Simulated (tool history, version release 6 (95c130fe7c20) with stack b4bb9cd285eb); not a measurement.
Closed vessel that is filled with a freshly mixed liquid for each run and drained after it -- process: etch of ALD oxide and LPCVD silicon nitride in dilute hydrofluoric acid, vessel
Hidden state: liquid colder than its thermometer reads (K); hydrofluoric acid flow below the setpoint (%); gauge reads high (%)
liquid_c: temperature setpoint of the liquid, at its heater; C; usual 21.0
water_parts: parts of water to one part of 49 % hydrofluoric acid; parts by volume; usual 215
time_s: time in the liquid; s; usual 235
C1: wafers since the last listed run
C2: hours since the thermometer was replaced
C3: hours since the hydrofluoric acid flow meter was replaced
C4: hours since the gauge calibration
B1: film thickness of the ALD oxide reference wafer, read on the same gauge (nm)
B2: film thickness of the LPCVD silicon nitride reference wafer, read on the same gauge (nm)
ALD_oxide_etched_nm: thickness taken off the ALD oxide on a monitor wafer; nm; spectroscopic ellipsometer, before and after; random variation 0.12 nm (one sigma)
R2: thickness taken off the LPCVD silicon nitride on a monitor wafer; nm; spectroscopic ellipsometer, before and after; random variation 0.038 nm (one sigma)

{"run": 1, "hour": 0.0, "liquid_c": 21.0, "water_parts": 215, "time_s": 315, "C1": 0, "C2": 2467.5, "C3": 895.4, "C4": 1532.3, "B1": 149.97, "B2": 79.969, "ALD_oxide_etched_nm": 18.38, "R2": 0.489}
{"run": 2, "hour": 26.9, "liquid_c": 21.0, "water_parts": 215, "time_s": 235, "C1": 1691, "C2": 2494.4, "C3": 922.3, "C4": 1559.2, "B1": 150.0, "B2": 79.954, "ALD_oxide_etched_nm": 13.58, "R2": 0.381}
{"run": 3, "hour": 90.9, "liquid_c": 21.0, "water_parts": 215, "time_s": 235, "C1": 4025, "C2": 2558.4, "C3": 986.3, "C4": 1623.2, "B1": 150.0, "B2": 80.02, "ALD_oxide_etched_nm": 13.71, "R2": 0.41}
{"run": 4, "hour": 154.9, "liquid_c": 21.0, "water_parts": 215, "time_s": 235, "C1": 4025, "C2": 2622.4, "C3": 1050.3, "C4": 1687.2, "B1": 149.98, "B2": 79.998, "ALD_oxide_etched_nm": 13.61, "R2": 0.364}
{"run": 5, "hour": 223.7, "liquid_c": 21.0, "water_parts": 215, "time_s": 235, "C1": 4327, "C2": 2691.2, "C3": 1119.1, "C4": 1756.0, "B1": 150.01, "B2": 80.036, "ALD_oxide_etched_nm": 13.27, "R2": 0.384}
{"run": 6, "hour": 251.6, "liquid_c": 23.5, "water_parts": 215, "time_s": 330, "C1": 1754, "C2": 2719.1, "C3": 1147.0, "C4": 1783.9, "B1": 150.01, "B2": 80.046, "ALD_oxide_etched_nm": 20.57, "R2": 0.582}
{"hour": 360.1, "done": "thermometer replaced"}
{"run": 7, "hour": 461.8, "liquid_c": 18.0, "water_parts": 215, "time_s": 270, "C1": 13157, "C2": 101.7, "C3": 1357.2, "C4": 1994.1, "B1": 150.02, "B2": 80.04, "ALD_oxide_etched_nm": 14.78, "R2": 0.364}
{"hour": 584.2, "done": "hydrofluoric acid flow meter replaced"}
{"run": 8, "hour": 652.1, "liquid_c": 17.0, "water_parts": 145, "time_s": 295, "C1": 11906, "C2": 292.0, "C3": 67.9, "C4": 2184.4, "B1": 150.04, "B2": 80.02, "ALD_oxide_etched_nm": 25.1, "R2": 0.608}
{"hour": 695.2, "done": "gauge calibrated"}
{"run": 9, "hour": 721.2, "liquid_c": 21.0, "water_parts": 215, "time_s": 105, "C1": 4346, "C2": 361.1, "C3": 137.0, "C4": 26.0, "B1": 150.01, "B2": 79.978, "ALD_oxide_etched_nm": 6.54, "R2": 0.156}
{"run": 10, "hour": 757.2, "liquid_c": 23.5, "water_parts": 250, "time_s": 175, "C1": 2264, "C2": 397.1, "C3": 173.0, "C4": 62.0, "B1": 150.03, "B2": 80.005, "ALD_oxide_etched_nm": 10.03, "R2": 0.334}
{"run": 11, "hour": 781.9, "liquid_c": 17.0, "water_parts": 300, "time_s": 335, "C1": 1553, "C2": 421.8, "C3": 197.7, "C4": 86.7, "B1": 149.96, "B2": 79.999, "ALD_oxide_etched_nm": 11.89, "R2": 0.351}
{"run": 12, "hour": 840.8, "liquid_c": 23.0, "water_parts": 215, "time_s": 235, "C1": 3704, "C2": 480.7, "C3": 256.6, "C4": 145.6, "B1": 149.99, "B2": 80.036, "ALD_oxide_etched_nm": 16.0, "R2": 0.451}
{"run": 13, "hour": 889.1, "liquid_c": 24.0, "water_parts": 285, "time_s": 340, "C1": 3037, "C2": 529.0, "C3": 304.9, "C4": 193.9, "B1": 149.98, "B2": 79.967, "ALD_oxide_etched_nm": 16.44, "R2": 0.517}
{"run": 14, "hour": 951.7, "liquid_c": 25.5, "water_parts": 275, "time_s": 130, "C1": 3937, "C2": 591.6, "C3": 367.5, "C4": 256.5, "B1": 149.99, "B2": 79.974, "ALD_oxide_etched_nm": 6.85, "R2": 0.244}
{"run": 15, "hour": 1007.5, "liquid_c": 19.0, "water_parts": 120, "time_s": 130, "C1": 3509, "C2": 647.4, "C3": 423.3, "C4": 312.3, "B1": 150.0, "B2": 80.015, "ALD_oxide_etched_nm": 14.56, "R2": 0.424}
{"run": 16, "hour": 1048.6, "liquid_c": 23.0, "water_parts": 120, "time_s": 275, "C1": 2585, "C2": 688.5, "C3": 464.4, "C4": 353.4, "B1": 150.06, "B2": 80.008, "ALD_oxide_etched_nm": 35.59, "R2": 0.986}
{"run": 17, "hour": 1116.3, "liquid_c": 21.0, "water_parts": 250, "time_s": 235, "C1": 4258, "C2": 756.2, "C3": 532.1, "C4": 421.1, "B1": 150.01, "B2": 80.003, "ALD_oxide_etched_nm": 11.8, "R2": 0.343}
{"run": 18, "hour": 1151.8, "liquid_c": 21.0, "water_parts": 255, "time_s": 235, "C1": 2232, "C2": 791.7, "C3": 567.6, "C4": 456.6, "B1": 149.99, "B2": 79.995, "ALD_oxide_etched_nm": 11.66, "R2": 0.389}
{"run": 19, "hour": 1200.5, "liquid_c": 21.0, "water_parts": 215, "time_s": 235, "C1": 3063, "C2": 840.4, "C3": 616.3, "C4": 505.3, "B1": 149.99, "B2": 79.989, "ALD_oxide_etched_nm": 14.14, "R2": 0.407}
{"run": 20, "hour": 1243.2, "liquid_c": 18.0, "water_parts": 215, "time_s": 235, "C1": 2685, "C2": 883.1, "C3": 659.0, "C4": 548.0, "B1": 150.04, "B2": 80.005, "ALD_oxide_etched_nm": 12.45, "R2": 0.341}
{"run": 21, "hour": 1283.6, "liquid_c": 21.0, "water_parts": 215, "time_s": 165, "C1": 2540, "C2": 923.5, "C3": 699.4, "C4": 588.4, "B1": 150.04, "B2": 79.968, "ALD_oxide_etched_nm": 9.94, "R2": 0.292}
{"run": 22, "hour": 1448.4, "liquid_c": 21.0, "water_parts": 215, "time_s": 235, "C1": 10365, "C2": 1088.3, "C3": 864.2, "C4": 753.2, "B1": 150.04, "B2": 80.028, "ALD_oxide_etched_nm": 14.06, "R2": 0.368}
{"run": 23, "hour": 1498.0, "liquid_c": 23.5, "water_parts": 175, "time_s": 235, "C1": 3119, "C2": 1137.9, "C3": 913.8, "C4": 802.8, "B1": 150.01, "B2": 80.001, "ALD_oxide_etched_nm": 19.71, "R2": 0.495}
{"run": 24, "hour": 1568.7, "liquid_c": 21.0, "water_parts": 215, "time_s": 235, "C1": 4446, "C2": 1208.6, "C3": 984.5, "C4": 873.5, "B1": 149.98, "B2": 80.001, "ALD_oxide_etched_nm": 13.72, "R2": 0.398}
{"run": 25, "hour": 1605.4, "liquid_c": 21.0, "water_parts": 215, "time_s": 235, "C1": 2308, "C2": 1245.3, "C3": 1021.2, "C4": 910.2, "B1": 150.02, "B2": 79.962, "ALD_oxide_etched_nm": 14.02, "R2": 0.374}

Some steps in ALD_oxide_etched_nm, run to run, broken into two amounts with sign: the step expected even without the hidden condition (settings, incoming material, random variation), and the rest, left for the hidden condition together with whatever gauge scatter is not in both the measured and the hidden-condition-free result:
Run 6 -> 7: liquid_c 23.5 -> 18.0, time_s 330 -> 270, thermometer replaced. ALD_oxide_etched_nm -5.79 nm: hidden state +1.63, all else -7.42.
Run 15 -> 16: liquid_c 19.0 -> 23.0, time_s 130 -> 275. ALD_oxide_etched_nm +21.03 nm: hidden state -1.01, all else +22.04.
Run 16 -> 17: liquid_c 23.0 -> 21.0, water_parts 120 -> 250, time_s 275 -> 235. ALD_oxide_etched_nm -23.79 nm: hidden state +1.05, all else -24.84.
